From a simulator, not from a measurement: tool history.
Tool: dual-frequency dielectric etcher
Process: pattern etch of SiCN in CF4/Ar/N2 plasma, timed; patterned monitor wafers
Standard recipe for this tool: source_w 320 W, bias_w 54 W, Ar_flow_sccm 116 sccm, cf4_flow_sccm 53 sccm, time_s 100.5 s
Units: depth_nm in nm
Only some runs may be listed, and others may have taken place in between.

| run | hour | source_w | bias_w | Ar_flow_sccm | cf4_flow_sccm | time_s | wafers since the last listed run | hours since the last wet clean | hours since the last source power generator calibration | hours since the last bias power generator calibration | hours since the last Ar flow controller change | hours since the last CF4 flow controller change | hours since the last upper electrode change | hours since the gauge calibration | read-back reference wafer on the same gauge, depth_nm | depth_nm |
|---|---|---|---|---|---|---|---|---|---|---|---|---|---|---|---|---|
| 1 | 0.0 | 320 | 54 | 116 | 53 | 100.5 | 0 | 327.5 | 2026.9 | 3170.3 | 3795.8 | 3984.8 | 5033.6 | 641.7 | 50.3 | 52.8 |
| 2 | 20.2 | 320 | 54 | 116 | 53 | 100.5 | 282 | 347.7 | 2047.1 | 3190.5 | 3816.0 | 4005.0 | 5053.8 | 661.9 | 50.3 | 52.8 |
| 3 | 47.0 | 320 | 54 | 116 | 53 | 100.5 | 374 | 374.5 | 2073.9 | 3217.3 | 3842.8 | 4031.8 | 5080.6 | 688.7 | 50.3 | 52.6 |
|  | 83.3 | wet clean of the chamber |
| 4 | 110.8 | 320 | 54 | 116 | 53 | 100.5 | 556 | 27.5 | 2137.7 | 3281.1 | 3906.6 | 4095.6 | 5144.4 | 752.5 | 50.3 | 53.4 |
|  | 153.3 | upper electrode replaced |
| 5 | 153.8 | 320 | 54 | 116 | 53 | 100.5 | 265 | 70.5 | 2180.7 | 3324.1 | 3949.6 | 4138.6 | 0.5 | 795.5 | 50.3 | 53.7 |
| 6 | 155.3 | 320 | 54 | 116 | 53 | 100.5 | 20 | 72.0 | 2182.2 | 3325.6 | 3951.1 | 4140.1 | 2.0 | 797.0 | 50.3 | 53.7 |
|  | 165.9 | source power generator calibrated |
|  | 166.6 | CF4 flow controller replaced |
| 7 | 172.4 | 250 | 54 | 116 | 53 | 100.5 | 172 | 89.1 | 6.5 | 3342.7 | 3968.2 | 5.8 | 19.1 | 814.1 | 50.3 | 41.0 |
|  | 185.3 | Ar flow controller replaced |
| 8 | 199.8 | 320 | 54 | 116 | 53 | 130.0 | 299 | 116.5 | 33.9 | 3370.1 | 14.5 | 33.2 | 46.5 | 841.5 | 50.3 | 69.1 |
| 9 | 214.5 | 390 | 54 | 116 | 53 | 100.5 | 205 | 131.2 | 48.6 | 3384.8 | 29.2 | 47.9 | 61.2 | 856.2 | 50.3 | 65.8 |
| 10 | 249.9 | 320 | 54 | 103 | 53 | 100.5 | 494 | 166.6 | 84.0 | 3420.2 | 64.6 | 83.3 | 96.6 | 891.6 | 50.3 | 54.3 |
| 11 | 273.2 | 320 | 54 | 116 | 53 | 100.5 | 325 | 189.9 | 107.3 | 3443.5 | 87.9 | 106.6 | 119.9 | 914.9 | 50.3 | 53.2 |
|  | 286.8 | gauge calibrated |
| 12 | 299.8 | 320 | 54 | 116 | 53 | 100.5 | 371 | 216.5 | 133.9 | 3470.1 | 114.5 | 133.2 | 146.5 | 13.0 | 50.3 | 53.3 |
|  | 318.3 | bias power generator calibrated |
| 13 | 335.1 | 320 | 67 | 139 | 45 | 113.0 | 437 | 251.8 | 169.2 | 16.8 | 149.8 | 168.5 | 181.8 | 48.3 | 50.3 | 60.1 |
| 14 | 348.4 | 320 | 54 | 116 | 53 | 100.5 | 185 | 265.1 | 182.5 | 30.1 | 163.1 | 181.8 | 195.1 | 61.6 | 50.3 | 53.2 |
| 15 | 374.8 | 320 | 54 | 90 | 42 | 100.5 | 368 | 291.5 | 208.9 | 56.5 | 189.5 | 208.2 | 221.5 | 88.0 | 50.3 | 52.9 |
| 16 | 405.3 | 320 | 54 | 116 | 53 | 92.0 | 426 | 322.0 | 239.4 | 87.0 | 220.0 | 238.7 | 252.0 | 118.5 | 50.3 | 48.6 |

Estimate the outcome of run 17 from the log above:
| 17 | 429.0 | 320 | 54 | 102 | 53 | 100.5 | 331 | 345.7 | 263.1 | 110.7 | 243.7 | 262.4 | 275.7 | 142.2 | ? | ? |

Run 17 gave read-back reference wafer on the same gauge, depth_nm 50.3, depth_nm 54.0 nm.
On a tool with no hidden condition, and with the same random variation, this run would have come out at depth_nm 54.7 nm.
